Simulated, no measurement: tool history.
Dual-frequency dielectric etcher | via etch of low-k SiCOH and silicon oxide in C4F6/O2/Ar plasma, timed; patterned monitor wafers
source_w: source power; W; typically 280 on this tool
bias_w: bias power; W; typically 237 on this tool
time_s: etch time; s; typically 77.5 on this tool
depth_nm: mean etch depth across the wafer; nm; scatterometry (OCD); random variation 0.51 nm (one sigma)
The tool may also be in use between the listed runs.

run   hour  source_w  bias_w  time_s  wafers since the last listed run  hours since the last wet clean  hours since the last source power generator calibration  hours since the last bias power generator calibration  hours since the last upper electrode change  hours since the gauge calibration  read-back reference wafer on the same gauge, depth_nm  depth_nm
  1    0.0       250     237    77.5                                 0                           209.9                                                   1315.0                                                  820.1                                       1639.2                               47.6                                                  196.2     195.2
  2   54.4       250     237    77.5                               465                           264.3                                                   1369.4                                                  874.5                                       1693.6                              102.0                                                  195.7     194.4
  3  141.3       250     237    77.5                               743                           351.2                                                   1456.3                                                  961.4                                       1780.5                              188.9                                                  195.0     194.7
  4  188.3       280     237    77.5                               401                           398.2                                                   1503.3                                                 1008.4                                       1827.5                              235.9                                                  194.7     207.3
  5  233.0       280     237    77.5                               382                           442.9                                                   1548.0                                                 1053.1                                       1872.2                              280.6                                                  194.4     207.0
  6  288.5       280     237    77.5                               474                           498.4                                                   1603.5                                                 1108.6                                       1927.7                              336.1                                                  193.9     206.8
     308.0  -- source power generator calibrated
     364.4  -- wet clean of the chamber
  7  377.6       280     237    77.5                               522                            13.2                                                     69.6                                                 1197.7                                       2016.8                              425.2                                                  193.1     205.7
  8  463.2       250     237    92.5                               731                            98.8                                                    155.2                                                 1283.3                                       2102.4                              510.8                                                  192.5     227.5
     497.6  -- gauge calibrated
  9  553.5       280     269    77.5                               772                           189.1                                                    245.5                                                 1373.6                                       2192.7                               55.9                                                  195.3     217.4
     577.3  -- bias power generator calibrated
 10  620.2       280     199    77.5                               536                           255.8                                                    312.2                                                   42.9                                       2259.4                              122.6                                                  194.7     195.9
     686.1  -- upper electrode replaced
 11  693.7       350     237    98.0                               423                           329.3                                                    385.7                                                  116.4                                          7.6                              196.1                                                  194.2     296.8
 12  797.3       280     237    77.5                               885                           432.9                                                    489.3                                                  220.0                                        111.2                              299.7                                                  193.3     206.8
     874.2  -- wet clean of the chamber
 13  874.7       320     187    90.5                               456                             0.5                                                    566.7                                                  297.4                                        188.6                              377.1                                                  192.7     241.8
 14  929.7       280     237    58.5                               470                            55.5                                                    621.7                                                  352.4                                        243.6                              432.1                                                  192.3     154.8

Below are 3 alternative next runs, each starting from the tool's condition after run 14. Predict each:
  A  930.1       220     237    77.5                                 3                            55.9                                                    622.1                                                  352.8                                        244.0                              432.5                                                      ?         ?
  B  930.1       260     283    95.0                                 3                            55.9                                                    622.1                                                  352.8                                        244.0                              432.5                                                      ?         ?
  C  930.1       230     294    60.0                                 3                            55.9                                                    622.1                                                  352.8                                        244.0                              432.5                                                      ?         ?

run  read-back reference wafer on the same gauge, depth_nm  depth_nm
  A                                                  192.1     175.1
  B                                                  192.1     254.5
  C                                                  192.1     150.4
Take away the tool's hidden state, keep each run's random variation, and the runs would have read:
run  depth_nm
  A     178.5
  B     259.4
  C     153.3
